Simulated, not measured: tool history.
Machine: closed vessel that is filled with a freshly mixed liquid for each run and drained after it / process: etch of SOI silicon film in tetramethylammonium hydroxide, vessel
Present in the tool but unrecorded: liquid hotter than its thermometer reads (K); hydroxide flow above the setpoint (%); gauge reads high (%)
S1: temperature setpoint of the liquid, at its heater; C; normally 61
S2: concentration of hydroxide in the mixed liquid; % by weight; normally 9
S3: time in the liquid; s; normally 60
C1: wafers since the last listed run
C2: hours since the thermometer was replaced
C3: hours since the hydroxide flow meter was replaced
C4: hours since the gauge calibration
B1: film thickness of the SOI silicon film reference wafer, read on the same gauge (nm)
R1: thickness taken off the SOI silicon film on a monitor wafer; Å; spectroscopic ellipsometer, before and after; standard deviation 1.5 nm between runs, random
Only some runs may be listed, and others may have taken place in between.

run      day    S1    S2  S3    C1     C2      C3      C4     B1      R1
  1        0    61     9  60     0  383.6    10.6    1337  49.98    2391
  2    4.088    61     9  60  8632  481.7   108.7  1435.1  49.99  2397.2
  3    6.362    61     9  60  4804  536.3   163.3  1489.7     50  2378.4
  4   10.229    61     9  60  8165  629.1   256.1  1582.5  49.98  2394.9
  5   14.404    61     9  80  8816  729.3   356.3  1682.7  49.99  3151.4
  6     18.2    61     9  80  8016  820.4   447.4  1773.8     50  3152.4
  7     20.5    61     9  80  4857  875.6   502.6    1829  50.04  3130.7
  8   24.767    61     9  45  9010    978     605  1931.4  49.97  1782.1
      27.575  -- thermometer replaced
  9   28.404  65.5     9  60  7593   19.9   692.3  2018.7  49.99  3071.4
 10   32.354    61     7  80  8341  114.7   787.1  2113.5  50.02  3364.6
 11   36.717    61     7  80  9212  219.4   891.8  2218.2  50.05  3388.1
 12   40.492    61     9  60  7972    310   982.4  2308.8  50.01  2315.1
      40.917  -- hydroxide flow meter replaced
 13   42.383    57     9  40  3906  355.4    35.2  2354.2  50.05    1235
 14     45.6    61     9  90  6793  432.6   112.4  2431.4  49.99  3561.3
      47.712  -- gauge calibrated
 15   50.054    56  11.5  40  9406  539.5   219.3    56.2  50.01  1066.8
 16   54.529    61     9  60  9450  646.9   326.7   163.6  50.01  2366.5
 17   56.083    61     9  60  3282  684.2     364   200.9     50  2357.9
 18   59.433    61     9  30  7074  764.6   444.4   281.3  50.02  1181.8
 19   63.579    61    10  75  8755  864.1   543.9   380.8  49.99    2826
      64.604  -- thermometer replaced
 20   65.446    61     9  30  3854   20.2   588.7   425.6  49.99    1173
 21   67.808  54.5   6.5  35  4989   76.9   645.4   482.3  50.01  1007.6
 22   70.875    61   7.5  60  6476  150.5     719   555.9  49.98  2506.3
 23   74.971    61     9  60  8649  248.8   817.3   654.2     50  2349.5
 24   78.204    61     9  60  6828  326.4   894.9   731.8     50  2334.1
 25     82.2  58.5     9  60  8438  422.3   990.8   827.7  49.96  1974.4
 26   86.338    61     9  80  8737  521.6  1090.1     927     50  3080.4
      87.721  -- hydroxide flow meter replaced
 27    89.25    64   9.5  40  6062  591.5    36.7   996.9  50.03  1873.5
 28   92.183    54  10.5  90  6194  661.9   107.1  1067.3  49.99    2188
 29   96.242    55     9  60  8570  759.3   204.5  1164.7  49.97    1640
 30  100.408    54     9  95  8799  859.3   304.5  1264.7  50.01  2408.6
 31  101.975    61     9  60  3308  896.9   342.1  1302.3  50.01  2382.5
 32  104.958    61     9  60  6300  968.5   413.7  1373.9     50  2340.7
     105.175  -- thermometer replaced
 33  108.667    56     9  45  7743   83.8   502.7  1462.9  49.97  1281.3

Measured less the same run without the tool's hidden state. The same run-to-run variation is in both; the gauge's scatter may not be:
run      R1
  1    -7.6
  2   -16.7
  3   -21.6
  4   -30.5
  5   -52.7
  6   -64.2
  7   -70.7
  8   -47.6
  9   -93.1
 10   -81.8
 11   -92.8
 12   -97.7
 13    -3.3
 14   -20.5
 15   -11.1
 16   -33.5
 17   -36.8
 18   -22.3
 19     -56
 20   -28.9
 21   -17.7
 22   -58.6
 23   -79.7
 24   -86.7
 25   -81.2
 26  -137.2
 27    -3.7
 28    -9.2
 29   -13.7
 30   -29.5
 31   -32.7
 32   -38.8
 33   -25.8

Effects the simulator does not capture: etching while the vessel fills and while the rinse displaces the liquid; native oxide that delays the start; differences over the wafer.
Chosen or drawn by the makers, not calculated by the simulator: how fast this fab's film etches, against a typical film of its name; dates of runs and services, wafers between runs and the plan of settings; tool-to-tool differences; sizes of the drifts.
